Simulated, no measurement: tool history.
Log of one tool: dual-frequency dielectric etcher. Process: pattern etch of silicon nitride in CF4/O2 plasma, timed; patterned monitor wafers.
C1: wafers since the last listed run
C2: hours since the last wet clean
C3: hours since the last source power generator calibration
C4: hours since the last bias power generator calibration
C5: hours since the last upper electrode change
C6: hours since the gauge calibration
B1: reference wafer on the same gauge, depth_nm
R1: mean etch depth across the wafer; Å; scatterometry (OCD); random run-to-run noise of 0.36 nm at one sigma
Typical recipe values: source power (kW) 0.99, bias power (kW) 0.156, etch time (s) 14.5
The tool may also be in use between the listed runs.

{"run": 1, "hour": 0.0, "source power (kW)": 0.99, "bias power (kW)": 0.156, "etch time (s)": 14.5, "C1": 0, "C2": 157.8, "C3": 2791.7, "C4": 2754.2, "C5": 3021.7, "C6": 440.9, "B1": 46.2, "R1": 577}
{"run": 2, "hour": 49.3, "source power (kW)": 0.99, "bias power (kW)": 0.178, "etch time (s)": 12, "C1": 1099, "C2": 207.1, "C3": 2841, "C4": 2803.5, "C5": 3071, "C6": 490.2, "B1": 46.1, "R1": 497}
{"run": 3, "hour": 120.6, "source power (kW)": 0.99, "bias power (kW)": 0.156, "etch time (s)": 14.5, "C1": 1590, "C2": 278.4, "C3": 2912.3, "C4": 2874.8, "C5": 3142.3, "C6": 561.5, "B1": 46.1, "R1": 574}
{"run": 4, "hour": 185.7, "source power (kW)": 0.99, "bias power (kW)": 0.156, "etch time (s)": 14.5, "C1": 1452, "C2": 343.5, "C3": 2977.4, "C4": 2939.9, "C5": 3207.4, "C6": 626.6, "B1": 46.3, "R1": 576}
{"run": 5, "hour": 268.2, "source power (kW)": 0.99, "bias power (kW)": 0.156, "etch time (s)": 14.5, "C1": 1840, "C2": 426, "C3": 3059.9, "C4": 3022.4, "C5": 3289.9, "C6": 709.1, "B1": 46.5, "R1": 580}
{"hour": 329.6, "done": "wet clean of the chamber"}
{"run": 6, "hour": 352.4, "source power (kW)": 0.99, "bias power (kW)": 0.156, "etch time (s)": 14.5, "C1": 1342, "C2": 22.8, "C3": 3144.1, "C4": 3106.6, "C5": 3374.1, "C6": 793.3, "B1": 46.6, "R1": 578}
{"run": 7, "hour": 401.7, "source power (kW)": 0.99, "bias power (kW)": 0.156, "etch time (s)": 14.5, "C1": 1099, "C2": 72.1, "C3": 3193.4, "C4": 3155.9, "C5": 3423.4, "C6": 842.6, "B1": 46.7, "R1": 582}
{"hour": 566.5, "done": "source power generator calibrated"}
{"run": 8, "hour": 582.9, "source power (kW)": 0.99, "bias power (kW)": 0.132, "etch time (s)": 12, "C1": 3952, "C2": 253.3, "C3": 16.4, "C4": 3337.1, "C5": 3604.6, "C6": 1023.8, "B1": 47, "R1": 463}
{"hour": 689.5, "done": "upper electrode replaced"}
{"run": 9, "hour": 690.0, "source power (kW)": 0.99, "bias power (kW)": 0.132, "etch time (s)": 12, "C1": 1853, "C2": 360.4, "C3": 123.5, "C4": 3444.2, "C5": 0.5, "C6": 1130.9, "B1": 47.1, "R1": 461}
{"hour": 758.0, "done": "bias power generator calibrated"}
{"hour": 794.5, "done": "wet clean of the chamber"}
{"run": 10, "hour": 795.0, "source power (kW)": 1.14, "bias power (kW)": 0.156, "etch time (s)": 14.5, "C1": 1717, "C2": 0.5, "C3": 228.5, "C4": 37, "C5": 105.5, "C6": 1235.9, "B1": 47.4, "R1": 642}
{"run": 11, "hour": 814.6, "source power (kW)": 0.99, "bias power (kW)": 0.138, "etch time (s)": 13.5, "C1": 437, "C2": 20.1, "C3": 248.1, "C4": 56.6, "C5": 125.1, "C6": 1255.5, "B1": 47.4, "R1": 530}
{"run": 12, "hour": 887.3, "source power (kW)": 0.99, "bias power (kW)": 0.156, "etch time (s)": 14.5, "C1": 1621, "C2": 92.8, "C3": 320.8, "C4": 129.3, "C5": 197.8, "C6": 1328.2, "B1": 47.5, "R1": 597}
{"run": 13, "hour": 982.1, "source power (kW)": 0.99, "bias power (kW)": 0.12, "etch time (s)": 18.5, "C1": 2114, "C2": 187.6, "C3": 415.6, "C4": 224.1, "C5": 292.6, "C6": 1423, "B1": 47.6, "R1": 695}
{"run": 14, "hour": 1048.3, "source power (kW)": 1.08, "bias power (kW)": 0.156, "etch time (s)": 10.5, "C1": 1476, "C2": 253.8, "C3": 481.8, "C4": 290.3, "C5": 358.8, "C6": 1489.2, "B1": 47.9, "R1": 451}
{"run": 15, "hour": 1149.5, "source power (kW)": 1.21, "bias power (kW)": 0.156, "etch time (s)": 14.5, "C1": 2257, "C2": 355, "C3": 583, "C4": 391.5, "C5": 460, "C6": 1590.4, "B1": 47.8, "R1": 685}
{"hour": 1182.7, "done": "gauge calibrated"}
{"hour": 1215.7, "done": "wet clean of the chamber"}
{"run": 16, "hour": 1216.9, "source power (kW)": 0.75, "bias power (kW)": 0.18, "etch time (s)": 18.5, "C1": 968, "C2": 1.2, "C3": 650.4, "C4": 458.9, "C5": 527.4, "C6": 34.2, "B1": 46.2, "R1": 658}
{"run": 17, "hour": 1310.1, "source power (kW)": 0.99, "bias power (kW)": 0.156, "etch time (s)": 14.5, "C1": 2078, "C2": 94.4, "C3": 743.6, "C4": 552.1, "C5": 620.6, "C6": 127.4, "B1": 46.3, "R1": 575}
{"run": 18, "hour": 1411.5, "source power (kW)": 0.99, "bias power (kW)": 0.156, "etch time (s)": 14.5, "C1": 2261, "C2": 195.8, "C3": 845, "C4": 653.5, "C5": 722, "C6": 228.8, "B1": 46.2, "R1": 578}
{"run": 19, "hour": 1448.5, "source power (kW)": 1.09, "bias power (kW)": 0.131, "etch time (s)": 12.5, "C1": 825, "C2": 232.8, "C3": 882, "C4": 690.5, "C5": 759, "C6": 265.8, "B1": 46.5, "R1": 500}
{"run": 20, "hour": 1549.8, "source power (kW)": 0.99, "bias power (kW)": 0.175, "etch time (s)": 14.5, "C1": 2259, "C2": 334.1, "C3": 983.3, "C4": 791.8, "C5": 860.3, "C6": 367.1, "B1": 46.6, "R1": 611}
{"hour": 1615.0, "done": "wet clean of the chamber"}
{"run": 21, "hour": 1628.4, "source power (kW)": 0.99, "bias power (kW)": 0.183, "etch time (s)": 14.5, "C1": 1217, "C2": 13.4, "C3": 1061.9, "C4": 870.4, "C5": 938.9, "C6": 445.7, "B1": 46.8, "R1": 617}

Predict each of these 4 candidate next runs independently; none follows another, all start after run 21:
{"run": "A", "hour": 1628.8, "source power (kW)": 0.99, "bias power (kW)": 0.156, "etch time (s)": 14.5, "C1": 8, "C2": 13.8, "C3": 1062.3, "C4": 870.8, "C5": 939.3, "C6": 446.1, "B1": "?", "R1": "?"}
{"run": "B", "hour": 1628.8, "source power (kW)": 0.78, "bias power (kW)": 0.179, "etch time (s)": 10.5, "C1": 8, "C2": 13.8, "C3": 1062.3, "C4": 870.8, "C5": 939.3, "C6": 446.1, "B1": "?", "R1": "?"}
{"run": "C", "hour": 1628.8, "source power (kW)": 0.78, "bias power (kW)": 0.156, "etch time (s)": 12.5, "C1": 8, "C2": 13.8, "C3": 1062.3, "C4": 870.8, "C5": 939.3, "C6": 446.1, "B1": "?", "R1": "?"}
{"run": "D", "hour": 1628.8, "source power (kW)": 1.17, "bias power (kW)": 0.174, "etch time (s)": 19, "C1": 8, "C2": 13.8, "C3": 1062.3, "C4": 870.8, "C5": 939.3, "C6": 446.1, "B1": "?", "R1": "?"}

run=A B1=46.8 R1=586
run=B B1=46.8 R1=387
run=C B1=46.8 R1=440
run=D B1=46.8 R1=885
With no hidden state in the tool, these same runs would have given:
run=A R1=571
run=B R1=377
run=C R1=428
run=D R1=862

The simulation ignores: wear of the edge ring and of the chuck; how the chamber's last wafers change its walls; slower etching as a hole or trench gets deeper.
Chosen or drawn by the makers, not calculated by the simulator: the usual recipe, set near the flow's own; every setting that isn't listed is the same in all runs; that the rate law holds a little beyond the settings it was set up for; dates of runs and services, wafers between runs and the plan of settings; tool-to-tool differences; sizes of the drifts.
